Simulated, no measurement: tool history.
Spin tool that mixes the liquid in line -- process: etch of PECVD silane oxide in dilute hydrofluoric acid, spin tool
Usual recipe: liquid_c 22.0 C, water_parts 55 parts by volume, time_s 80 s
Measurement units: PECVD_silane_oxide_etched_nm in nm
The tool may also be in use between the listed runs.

run   hour  liquid_c  water_parts  time_s  read-back film thickness of the PECVD silane oxide reference wafer, read on the same gauge (nm)  PECVD_silane_oxide_etched_nm
  1    0.0      22.0           55      80                                                                                           129.99                         42.84
  2   19.0      22.0           55      80                                                                                           130.01                         42.51
  3   54.9      22.0           55      80                                                                                           130.00                         42.62
  4   85.5      23.0           75      80                                                                                           129.99                         31.70
  5  111.7      23.0           75      80                                                                                           129.98                         31.60
  6  126.1      23.0           75      80                                                                                           130.00                         31.65
  7  145.8      22.0           55      80                                                                                           130.01                         41.93
  8  236.0      22.0           55      80                                                                                           130.00                         42.32
  9  260.8      22.0           55      80                                                                                           130.00                         42.42
 10  289.3      22.0           55      80                                                                                           130.00                         41.96
     293.7  -- thermometer replaced
 11  320.0      22.0           55      80                                                                                           130.00                         42.08
 12  358.0      22.0           55      80                                                                                           130.01                         41.90
     368.0  -- gauge calibrated
     370.1  -- hydrofluoric acid flow meter replaced
 13  389.7      22.0           35      80                                                                                           130.01                         69.79
 14  413.2      22.0           35      80                                                                                           130.01                         69.38
 15  437.9      22.0           35      80                                                                                           130.00                         69.39
 16  451.9      22.0           55      80                                                                                           129.99                         43.09
 17  476.1      22.0           55      40                                                                                           130.00                         21.67
 18  494.5      22.0           55      80                                                                                           129.99                         42.79
 19  522.9      22.0           55      80                                                                                           130.00                         42.98
 20  555.1      22.0           55      95                                                                                           130.01                         50.93
 21  577.3      22.0           55      50                                                                                           130.01                         27.06
 22  599.7      22.0           75      80                                                                                           130.01                         30.62
 23  616.2      19.0           30      50                                                                                           130.00                         44.18
 24  638.9      22.0           70      80                                                                                           130.00                         33.02
 25  666.1      25.5           55      80                                                                                           130.02                         49.26
 26  686.4      22.0           65     105                                                                                           130.00                         47.28
 27  716.8      18.0           55     130                                                                                           129.98                         58.76
 28  748.7      22.0           55      45                                                                                           130.02                         23.94
 29  787.7      20.0           25      80                                                                                           130.01                         89.17
 30  823.2      22.0           55      80                                                                                           130.01                         42.39
 31  854.1      24.0           45      45                                                                                           130.00                         31.75
 32  890.0      22.0           55      80                                                                                           130.00                         42.60
 33  944.4      19.0           75      60                                                                                           130.00                         20.04
 34  958.8      18.0           65     120                                                                                           130.01                         44.54

Predict each of these 3 candidate next runs independently; none follows another, all start after run 34:
  A  959.2      22.0           55      80                                                                                                ?                             ?
  B  959.2      17.5           30      80                                                                                                ?                             ?
  C  959.2      20.5           65      80                                                                                                ?                             ?

run  read-back film thickness of the PECVD silane oxide reference wafer, read on the same gauge (nm)  PECVD_silane_oxide_etched_nm
  A                                                                                           130.01                         42.10
  B                                                                                           130.01                         65.65
  C                                                                                           130.01                         33.05
Without the tool's unlogged condition, the same runs would have read:
run  PECVD_silane_oxide_etched_nm
  A                         43.16
  B                         67.25
  C                         33.89
